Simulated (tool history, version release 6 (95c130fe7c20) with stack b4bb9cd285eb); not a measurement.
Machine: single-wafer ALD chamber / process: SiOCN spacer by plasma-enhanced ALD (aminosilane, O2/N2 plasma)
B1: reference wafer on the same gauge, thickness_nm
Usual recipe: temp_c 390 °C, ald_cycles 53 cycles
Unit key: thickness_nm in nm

Run 1, day 0.000: usual settings; B1 2.762. Result: thickness_nm 3.193 nm.
Run 2, day 2.421: usual settings; B1 2.761. Result: thickness_nm 3.195 nm.
At day 4.396: gauge calibrated.
Run 3, day 5.512: usual settings but temp_c 381 °C; B1 2.759. Result: thickness_nm 3.194 nm.
Run 4, day 9.458: usual settings; B1 2.758. Result: thickness_nm 3.184 nm.
Run 5, day 11.812: usual settings; B1 2.759. Result: thickness_nm 3.209 nm.
Run 6, day 16.288: usual settings; B1 2.760. Result: thickness_nm 3.189 nm.
Run 7, day 19.379: usual settings but temp_c 384 °C, ald_cycles 61 cycles; B1 2.760. Result: thickness_nm 3.681 nm.
Run 8, day 22.058: usual settings but temp_c 384 °C, ald_cycles 61 cycles; B1 2.758. Result: thickness_nm 3.671 nm.
Run 9, day 24.162: usual settings but temp_c 384 °C, ald_cycles 61 cycles; B1 2.760. Result: thickness_nm 3.673 nm.
Run 10, day 33.254: usual settings but ald_cycles 47 cycles; B1 2.760. Result: thickness_nm 2.843 nm.
At day 34.562: thermocouple changed; heater temperature recalibrated.
Run 11, day 36.846: usual settings; B1 2.759. Result: thickness_nm 3.192 nm.
Run 12, day 40.192: usual settings; B1 2.760. Result: thickness_nm 3.211 nm.
Run 13, day 44.338: usual settings but ald_cycles 58 cycles; B1 2.761. Result: thickness_nm 3.492 nm.
At day 48.117: gauge calibrated.
Run 14, day 48.600: usual settings but temp_c 395 °C, ald_cycles 49 cycles; B1 2.762. Result: thickness_nm 2.950 nm.
Run 15, day 53.054: usual settings but temp_c 378 °C; B1 2.759. Result: thickness_nm 3.210 nm.
Run 16, day 57.200: usual settings; B1 2.759. Result: thickness_nm 3.202 nm.
Run 17, day 60.546: usual settings but temp_c 397 °C; B1 2.762. Result: thickness_nm 3.188 nm.
Run 18, day 67.688: usual settings but temp_c 376 °C, ald_cycles 50 cycles; B1 2.759. Result: thickness_nm 3.016 nm.
Run 19, day 69.792: usual settings but temp_c 376 °C, ald_cycles 61 cycles; B1 2.761. Result: thickness_nm 3.659 nm.

Below are 5 alternative next runs, each starting from the tool's condition after run 19. Predict each:
Run A, day 69.812: usual settings; B1 ?. Result: thickness_nm ?.
Run B, day 69.812: usual settings but temp_c 376 °C, ald_cycles 63 cycles; B1 ?. Result: thickness_nm ?.
Run C, day 69.812: usual settings but temp_c 403 °C, ald_cycles 46 cycles; B1 ?. Result: thickness_nm ?.
Run D, day 69.812: usual settings but temp_c 379 °C, ald_cycles 43 cycles; B1 ?. Result: thickness_nm ?.
Run E, day 69.812: usual settings but temp_c 402 °C, ald_cycles 48 cycles; B1 ?. Result: thickness_nm ?.

run     B1  thickness_nm
  A  2.758         3.206
  B  2.758         3.811
  C  2.758         2.771
  D  2.758         2.601
  E  2.758         2.899
Had the tool no hidden state, the same runs would have come out as:
run  thickness_nm
  A         3.206
  B         3.811
  C         2.771
  D         2.601
  E         2.899
